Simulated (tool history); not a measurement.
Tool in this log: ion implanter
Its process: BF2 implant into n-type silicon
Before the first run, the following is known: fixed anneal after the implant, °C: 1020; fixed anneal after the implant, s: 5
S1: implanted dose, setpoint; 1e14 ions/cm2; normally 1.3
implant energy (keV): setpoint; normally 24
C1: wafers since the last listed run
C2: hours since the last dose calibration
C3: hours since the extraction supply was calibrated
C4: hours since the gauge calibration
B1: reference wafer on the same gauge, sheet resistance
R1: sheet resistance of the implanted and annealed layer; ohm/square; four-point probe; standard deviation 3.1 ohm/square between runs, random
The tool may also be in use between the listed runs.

run 1 hour=0 | S1=1.3 implant_energy_(keV)=24 | C1=0 C2=1608.3 C3=3873.6 C4=51.4 | B1=830.25 | R1=792.03
run 2 hour=14.5 | S1=1.3 implant_energy_(keV)=24 | C1=169 C2=1622.8 C3=3888.1 C4=65.9 | B1=828.2 | R1=791.49
run 3 hour=29.1 | S1=1.3 implant_energy_(keV)=24 | C1=170 C2=1637.4 C3=3902.7 C4=80.5 | B1=828.08 | R1=798.3
run 4 hour=36 | S1=1.44 implant_energy_(keV)=24 | C1=80 C2=1644.3 C3=3909.6 C4=87.4 | B1=828.8 | R1=733.5
run 5 hour=63.7 | S1=1.2 implant_energy_(keV)=24 | C1=323 C2=1672 C3=3937.3 C4=115.1 | B1=828.92 | R1=855.59
run 6 hour=77.6 | S1=1.3 implant_energy_(keV)=24 | C1=162 C2=1685.9 C3=3951.2 C4=129 | B1=828.49 | R1=793.82
run 7 hour=89 | S1=1.3 implant_energy_(keV)=24 | C1=133 C2=1697.3 C3=3962.6 C4=140.4 | B1=828.36 | R1=802.23
run 8 hour=98.8 | S1=1.3 implant_energy_(keV)=24 | C1=114 C2=1707.1 C3=3972.4 C4=150.2 | B1=829.36 | R1=792.64
run 9 hour=113.9 | S1=1.3 implant_energy_(keV)=24 | C1=176 C2=1722.2 C3=3987.5 C4=165.3 | B1=828.41 | R1=803.79
run 10 hour=126.9 | S1=1.14 implant_energy_(keV)=24 | C1=151 C2=1735.2 C3=4000.5 C4=178.3 | B1=828.75 | R1=885.27
run 11 hour=136.6 | S1=1.14 implant_energy_(keV)=24 | C1=113 C2=1744.9 C3=4010.2 C4=188 | B1=829.19 | R1=889.39
run 12 hour=151.7 | S1=1.3 implant_energy_(keV)=24 | C1=176 C2=1760 C3=4025.3 C4=203.1 | B1=829.64 | R1=796.88
run 13 hour=164.6 | S1=1.1 implant_energy_(keV)=31 | C1=150 C2=1772.9 C3=4038.2 C4=216 | B1=829.28 | R1=872.1
run 14 hour=173.7 | S1=1.41 implant_energy_(keV)=24 | C1=106 C2=1782 C3=4047.3 C4=225.1 | B1=828.47 | R1=745.31
-- hour=178.1 gauge calibrated
run 15 hour=179.9 | S1=1.63 implant_energy_(keV)=20.5 | C1=72 C2=1788.2 C3=4053.5 C4=1.8 | B1=829.74 | R1=672.38
run 16 hour=189 | S1=1.3 implant_energy_(keV)=29.5 | C1=106 C2=1797.3 C3=4062.6 C4=10.9 | B1=828.5 | R1=769.47
-- hour=200.3 Faraday cup replaced and dose calibrated
run 17 hour=205.9 | S1=1.2 implant_energy_(keV)=24 | C1=103 C2=5.6 C3=4079.5 C4=27.8 | B1=828.68 | R1=847.13
-- hour=215.6 extraction supply calibrated
run 18 hour=217.1 | S1=1.1 implant_energy_(keV)=31 | C1=37 C2=16.8 C3=1.5 C4=39 | B1=828.51 | R1=875.1
run 19 hour=223.3 | S1=1.62 implant_energy_(keV)=27.5 | C1=72 C2=23 C3=7.7 C4=45.2 | B1=829.45 | R1=653
run 20 hour=232.4 | S1=1.59 implant_energy_(keV)=29.5 | C1=106 C2=32.1 C3=16.8 C4=54.3 | B1=829.56 | R1=653.84
run 21 hour=238.8 | S1=1.61 implant_energy_(keV)=18 | C1=74 C2=38.5 C3=23.2 C4=60.7 | B1=829.89 | R1=686.96
run 22 hour=250.7 | S1=1.04 implant_energy_(keV)=16 | C1=138 C2=50.4 C3=35.1 C4=72.6 | B1=830.47 | R1=1024.21
run 23 hour=257.8 | S1=1.65 implant_energy_(keV)=31 | C1=82 C2=57.5 C3=42.2 C4=79.7 | B1=827.65 | R1=630.75
run 24 hour=265.1 | S1=1.58 implant_energy_(keV)=28.5 | C1=85 C2=64.8 C3=49.5 C4=87 | B1=829.22 | R1=662.47
run 25 hour=296.7 | S1=1.3 implant_energy_(keV)=24 | C1=368 C2=96.4 C3=81.1 C4=118.6 | B1=828.96 | R1=800.76

3 ways to go on from here, each from the tool as it stands after run 25. What would each give?
run A hour=297.1 | S1=1.3 implant_energy_(keV)=24 | C1=4 C2=96.8 C3=81.5 C4=119 | B1=? | R1=?
run B hour=297.1 | S1=1.47 implant_energy_(keV)=19.5 | C1=4 C2=96.8 C3=81.5 C4=119 | B1=? | R1=?
run C hour=297.1 | S1=1.3 implant_energy_(keV)=19.5 | C1=4 C2=96.8 C3=81.5 C4=119 | B1=? | R1=?

run=A B1=828.09 R1=795.2
run=B B1=828.09 R1=739.29
run=C B1=828.09 R1=822.1
With the hidden condition removed and each run's random variation left untouched, the same runs would have given:
run=A R1=795.2
run=B R1=739.29
run=C R1=822.1
